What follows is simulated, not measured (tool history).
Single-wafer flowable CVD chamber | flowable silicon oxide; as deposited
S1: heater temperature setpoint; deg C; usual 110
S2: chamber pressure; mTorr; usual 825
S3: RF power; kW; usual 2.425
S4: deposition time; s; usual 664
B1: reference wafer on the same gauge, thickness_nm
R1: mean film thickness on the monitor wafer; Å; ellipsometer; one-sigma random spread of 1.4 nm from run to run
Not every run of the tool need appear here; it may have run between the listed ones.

{"run": 1, "day": 0.0, "S1": 110, "S2": 825, "S3": 2.425, "S4": 757, "B1": 370.949, "R1": 4152.12}
{"run": 2, "day": 0.654, "S1": 110, "S2": 825, "S3": 2.085, "S4": 664, "B1": 371.102, "R1": 3523.42}
{"run": 3, "day": 3.75, "S1": 110, "S2": 825, "S3": 2.425, "S4": 664, "B1": 371.052, "R1": 3634.95}
{"run": 4, "day": 4.888, "S1": 110, "S2": 825, "S3": 2.425, "S4": 664, "B1": 371.375, "R1": 3663.79}
{"run": 5, "day": 6.004, "S1": 110, "S2": 825, "S3": 2.425, "S4": 664, "B1": 370.842, "R1": 3639.78}
{"run": 6, "day": 7.479, "S1": 110, "S2": 825, "S3": 2.425, "S4": 664, "B1": 370.981, "R1": 3626.27}
{"run": 7, "day": 9.483, "S1": 110, "S2": 825, "S3": 2.425, "S4": 664, "B1": 371.273, "R1": 3637.53}
{"day": 9.758, "done": "gauge calibrated"}
{"run": 8, "day": 10.217, "S1": 110, "S2": 825, "S3": 2.425, "S4": 664, "B1": 371, "R1": 3689.22}
{"run": 9, "day": 11.692, "S1": 110, "S2": 825, "S3": 2.425, "S4": 664, "B1": 371.202, "R1": 3634.18}
{"run": 10, "day": 12.933, "S1": 110, "S2": 825, "S3": 2.425, "S4": 664, "B1": 371.226, "R1": 3679.97}
{"run": 11, "day": 13.883, "S1": 110, "S2": 825, "S3": 2.425, "S4": 664, "B1": 370.829, "R1": 3673.02}
{"day": 14.512, "done": "capacitance manometer re-zeroed and calibrated"}
{"day": 15.6, "done": "thermocouple changed; heater temperature recalibrated"}
{"run": 12, "day": 15.621, "S1": 100, "S2": 825, "S3": 2.425, "S4": 664, "B1": 371.176, "R1": 5037.15}
{"run": 13, "day": 16.312, "S1": 110, "S2": 659, "S3": 2.425, "S4": 664, "B1": 371.252, "R1": 2770.89}
{"run": 14, "day": 16.821, "S1": 100, "S2": 650, "S3": 2.62, "S4": 772, "B1": 370.782, "R1": 4712.64}
{"day": 18.342, "done": "showerhead replaced"}
{"run": 15, "day": 18.362, "S1": 110, "S2": 825, "S3": 2.425, "S4": 664, "B1": 370.988, "R1": 3495.74}
{"day": 18.962, "done": "RF generator calibrated"}
{"run": 16, "day": 18.983, "S1": 125, "S2": 759, "S3": 2.59, "S4": 784, "B1": 371.039, "R1": 2336.92}
{"run": 17, "day": 20.179, "S1": 117, "S2": 825, "S3": 2.425, "S4": 664, "B1": 371.091, "R1": 2743.88}
{"run": 18, "day": 21.004, "S1": 110, "S2": 825, "S3": 2.425, "S4": 664, "B1": 371.061, "R1": 3503.54}
{"run": 19, "day": 21.533, "S1": 110, "S2": 825, "S3": 2.425, "S4": 664, "B1": 371.272, "R1": 3500.59}
{"run": 20, "day": 22.783, "S1": 110, "S2": 825, "S3": 2.425, "S4": 664, "B1": 371.287, "R1": 3550}
{"run": 21, "day": 23.496, "S1": 110, "S2": 904, "S3": 2.425, "S4": 774, "B1": 371.329, "R1": 4518.44}
{"run": 22, "day": 24.354, "S1": 125, "S2": 759, "S3": 2.59, "S4": 784, "B1": 371.381, "R1": 2355.12}
{"run": 23, "day": 25.808, "S1": 110, "S2": 983, "S3": 2.85, "S4": 664, "B1": 370.723, "R1": 4338.38}

What if the next run were any one of these 3? Each begins from the tool's condition after run 23:
{"run": "A", "day": 25.833, "S1": 110, "S2": 825, "S3": 2.425, "S4": 664, "B1": "?", "R1": "?"}
{"run": "B", "day": 25.833, "S1": 101, "S2": 825, "S3": 2.255, "S4": 558, "B1": "?", "R1": "?"}
{"run": "C", "day": 25.833, "S1": 110, "S2": 640, "S3": 2.425, "S4": 537, "B1": "?", "R1": "?"}

run=A B1=371.14 R1=3547.81
run=B B1=371.14 R1=4140.31
run=C B1=371.14 R1=2224.67
The same runs, with their run-to-run variation unchanged, on a tool lacking any hidden condition would have given:
run=A R1=3478.57
run=B R1=4059.5
run=C R1=2178.44
